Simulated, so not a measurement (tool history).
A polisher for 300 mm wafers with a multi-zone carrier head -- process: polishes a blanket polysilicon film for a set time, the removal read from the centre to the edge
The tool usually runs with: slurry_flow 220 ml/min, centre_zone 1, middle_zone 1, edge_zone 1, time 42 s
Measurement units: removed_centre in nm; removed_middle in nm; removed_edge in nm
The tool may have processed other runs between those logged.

| run | hour | slurry_flow | centre_zone | middle_zone | edge_zone | time | wafers since the last listed run | wafers polished on this pad | hours since the slurry nozzle was cleaned | hours since the centre zone pressure was calibrated | hours since the edge zone pressure was calibrated | hours since the carrier head's membrane was replaced | incoming thickness of the incoming film, nm | removed_centre | removed_middle | removed_edge |
|---|---|---|---|---|---|---|---|---|---|---|---|---|---|---|---|---|
| 1 | 0 | 220 | 1 | 1 | 1 | 42 | 0 | 1052 | 79.3 | 75.3 | 78.5 | 1493.6 | 2114.2 | 441.2 | 443.5 | 429 |
| 2 | 59.9 | 220 | 1 | 1 | 1 | 42 | 502 | 1554 | 139.2 | 135.2 | 138.4 | 1553.5 | 2135.6 | 448.4 | 439.5 | 437.4 |
| 3 | 113.6 | 220 | 1 | 1 | 1 | 42 | 450 | 2004 | 192.9 | 188.9 | 192.1 | 1607.2 | 2123 | 437.3 | 441.8 | 432 |
|  | 150.4 | worn pad replaced by a new one |
| 4 | 162.3 | 220 | 1 | 1 | 1 | 42 | 374 | 99 | 241.6 | 237.6 | 240.8 | 1655.9 | 2123.7 | 439.7 | 446.5 | 443.3 |
| 5 | 195.7 | 220 | 1 | 0.93 | 1 | 42 | 280 | 379 | 275 | 271 | 274.2 | 1689.3 | 2142.6 | 432.1 | 415.3 | 429.9 |
| 6 | 225.1 | 220 | 1 | 0.93 | 1 | 42 | 246 | 626 | 304.4 | 300.4 | 303.6 | 1718.7 | 2140.2 | 433.5 | 415.9 | 438.5 |
| 7 | 287.3 | 220 | 1 | 0.93 | 1 | 42 | 521 | 1147 | 366.6 | 362.6 | 365.8 | 1780.9 | 2120.1 | 439.6 | 413.8 | 434.4 |
|  | 297.3 | edge zone pressure recalibrated |
| 8 | 318.3 | 220 | 1 | 1 | 1 | 42 | 243 | 1391 | 397.6 | 393.6 | 21 | 1811.9 | 2133 | 426 | 452.8 | 434.2 |
|  | 337.7 | centre zone pressure recalibrated |
|  | 382.2 | worn pad replaced by a new one |
| 9 | 382.7 | 220 | 0.92 | 1 | 1 | 42 | 489 | 4 | 462 | 45 | 85.4 | 1876.3 | 2114.4 | 401.2 | 446.9 | 432.6 |
| 10 | 408.4 | 220 | 0.92 | 1 | 1 | 42 | 215 | 219 | 487.7 | 70.7 | 111.1 | 1902 | 2104.5 | 399.4 | 447.7 | 428 |
|  | 468.1 | carrier head's membrane replaced by a new one |
| 11 | 496.5 | 220 | 1 | 1.09 | 1 | 42 | 696 | 916 | 575.8 | 158.8 | 199.2 | 28.4 | 2074.5 | 439.3 | 472 | 433.3 |
|  | 528.4 | slurry nozzle cleaned |
| 12 | 547.6 | 220 | 1.07 | 1 | 1 | 38 | 420 | 1336 | 19.2 | 209.9 | 250.3 | 79.5 | 2098.9 | 418.2 | 402.2 | 389.9 |
|  | 610.3 | worn pad replaced by a new one |
| 13 | 613.7 | 190 | 1.09 | 1 | 1 | 42 | 520 | 28 | 85.3 | 276 | 316.4 | 145.6 | 2115.5 | 469.9 | 431.7 | 433.5 |
| 14 | 651.7 | 220 | 1 | 1 | 1 | 42 | 318 | 346 | 123.3 | 314 | 354.4 | 183.6 | 2116.5 | 434.3 | 442.6 | 435.8 |
| 15 | 706.1 | 220 | 1 | 1 | 1 | 42 | 456 | 803 | 177.7 | 368.4 | 408.8 | 238 | 2109.3 | 427.2 | 445.3 | 441.6 |
| 16 | 747.3 | 220 | 0.91 | 1.09 | 0.95 | 46 | 345 | 1148 | 218.9 | 409.6 | 450 | 279.2 | 2129.6 | 429.3 | 527.4 | 457 |
|  | 752.1 | centre zone pressure recalibrated |
|  | 761.2 | edge zone pressure recalibrated |
|  | 897.8 | worn pad replaced by a new one |
| 17 | 960 | 220 | 1 | 1 | 0.91 | 42 | 1716 | 521 | 431.6 | 207.9 | 198.8 | 491.9 | 2106.7 | 428.1 | 450.3 | 417.2 |
| 18 | 1004.8 | 195 | 1 | 1 | 1 | 42 | 375 | 897 | 476.4 | 252.7 | 243.6 | 536.7 | 2128.1 | 434.7 | 440.2 | 430.4 |
| 19 | 1030.5 | 175 | 1 | 1 | 0.89 | 42 | 215 | 1112 | 502.1 | 278.4 | 269.3 | 562.4 | 2116.2 | 426.4 | 432.6 | 402.7 |
| 20 | 1094 | 220 | 1 | 1 | 0.89 | 42 | 532 | 1645 | 565.6 | 341.9 | 332.8 | 625.9 | 2106.5 | 433.3 | 443.1 | 403.8 |
|  | 1120.1 | worn pad replaced by a new one |
|  | 1121.2 | edge zone pressure recalibrated |
| 21 | 1121.7 | 220 | 1 | 1 | 1 | 53 | 189 | 4 | 593.3 | 369.6 | 0.5 | 653.6 | 2142.5 | 550.9 | 562.7 | 545.1 |
|  | 1162.3 | centre zone pressure recalibrated |
| 22 | 1166.9 | 285 | 1 | 1 | 1 | 50 | 362 | 366 | 638.5 | 4.6 | 45.7 | 698.8 | 2126.3 | 535.6 | 544.7 | 526.7 |
|  | 1199.4 | slurry nozzle cleaned |
| 23 | 1199.9 | 220 | 0.91 | 0.92 | 1.04 | 42 | 268 | 634 | 0.5 | 37.6 | 78.7 | 731.8 | 2083.9 | 391.9 | 407.7 | 442 |

List, for all runs, the conditions of the tool that the log does not record:
removal rate lost through wear of the pad, %: 0 across all the runs
slurry flow missing at the pad, %: 0 across all the runs
deviation of the centre zone's pressure from its setpoint, %: 0 across all the runs
deviation of the edge zone's pressure from its setpoint, %: 0 across all the runs

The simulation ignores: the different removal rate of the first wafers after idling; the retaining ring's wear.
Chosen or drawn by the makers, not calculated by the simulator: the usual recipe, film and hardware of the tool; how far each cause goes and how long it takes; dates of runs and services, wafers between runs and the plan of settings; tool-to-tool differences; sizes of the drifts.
